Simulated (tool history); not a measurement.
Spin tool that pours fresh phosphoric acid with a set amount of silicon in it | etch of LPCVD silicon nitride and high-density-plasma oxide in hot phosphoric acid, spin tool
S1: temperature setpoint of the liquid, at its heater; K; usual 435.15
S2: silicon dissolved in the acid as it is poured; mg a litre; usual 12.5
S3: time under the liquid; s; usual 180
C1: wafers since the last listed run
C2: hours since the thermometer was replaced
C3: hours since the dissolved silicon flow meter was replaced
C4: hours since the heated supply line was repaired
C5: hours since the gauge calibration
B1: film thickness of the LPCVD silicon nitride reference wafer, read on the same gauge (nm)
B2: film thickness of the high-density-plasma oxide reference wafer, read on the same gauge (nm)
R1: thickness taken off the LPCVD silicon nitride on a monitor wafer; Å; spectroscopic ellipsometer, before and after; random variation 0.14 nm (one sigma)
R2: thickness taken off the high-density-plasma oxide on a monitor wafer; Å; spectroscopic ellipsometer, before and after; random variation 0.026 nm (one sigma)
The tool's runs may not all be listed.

run,hour,S1,S2,S3,C1,C2,C3,C4,C5,B1,B2,R1,R2
1,0.0,435.15,12.5,180,0,1533.4,2032.0,1465.2,1386.6,70.05,90.042,148.9,6.35
2,63.6,435.15,12.5,180,471,1597.0,2095.6,1528.8,1450.2,70.03,89.961,148.7,6.47
3,133.8,435.15,12.5,135,519,1667.2,2165.8,1599.0,1520.4,70.02,90.006,112.4,4.74
4,180.1,435.15,12.5,135,342,1713.5,2212.1,1645.3,1566.7,69.98,89.983,110.1,5.14
# hour 223.9: gauge calibrated
5,261.9,436.65,17.5,285,605,1795.3,2293.9,1727.1,38.0,69.98,89.993,249.4,10.49
# hour 283.2: dissolved silicon flow meter replaced
6,368.5,435.15,20.0,180,782,1901.9,85.3,1833.7,144.6,69.99,90.022,151.6,5.24
# hour 386.0: thermometer replaced
7,407.2,438.15,12.5,260,279,21.2,124.0,1872.4,183.3,70.00,90.008,223.6,10.20
8,465.1,434.15,3.5,110,428,79.1,181.9,1930.3,241.2,69.99,89.978,81.5,3.66
9,544.9,436.65,8.0,180,591,158.9,261.7,2010.1,321.0,70.00,90.039,143.7,6.94
10,584.3,436.65,17.5,210,291,198.3,301.1,2049.5,360.4,69.97,89.977,171.3,5.90
11,638.1,434.15,12.5,180,398,252.1,354.9,2103.3,414.2,70.03,90.005,133.2,4.70
12,694.9,436.15,12.5,80,420,308.9,411.7,2160.1,471.0,70.03,89.975,63.1,2.69
13,748.7,435.15,12.5,180,398,362.7,465.5,2213.9,524.8,69.94,90.013,138.6,5.37
14,828.1,437.15,12.5,155,588,442.1,544.9,2293.3,604.2,69.99,89.991,126.5,5.20
15,911.1,435.15,12.5,180,614,525.1,627.9,2376.3,687.2,69.96,89.982,139.4,5.47
# hour 929.6: heated supply line repaired
16,1072.1,436.65,18.5,90,1184,686.1,788.9,142.5,848.2,70.02,90.000,81.5,3.10
17,1138.3,435.15,6.5,220,490,752.3,855.1,208.7,914.4,70.01,89.995,189.8,9.65
18,1238.3,435.15,12.5,180,740,852.3,955.1,308.7,1014.4,70.01,90.019,153.2,6.58

The next listed run, before its measurement:
19,1312.0,435.15,12.5,180,545,926.0,1028.8,382.4,1088.1,?,?,?,?

{"run 19": {"B1": 69.99, "B2": 89.983, "R1": 153.5, "R2": 6.27}}
Without the tool's hidden state the same run would have given R1 149.8 Å, R2 5.94 Å.
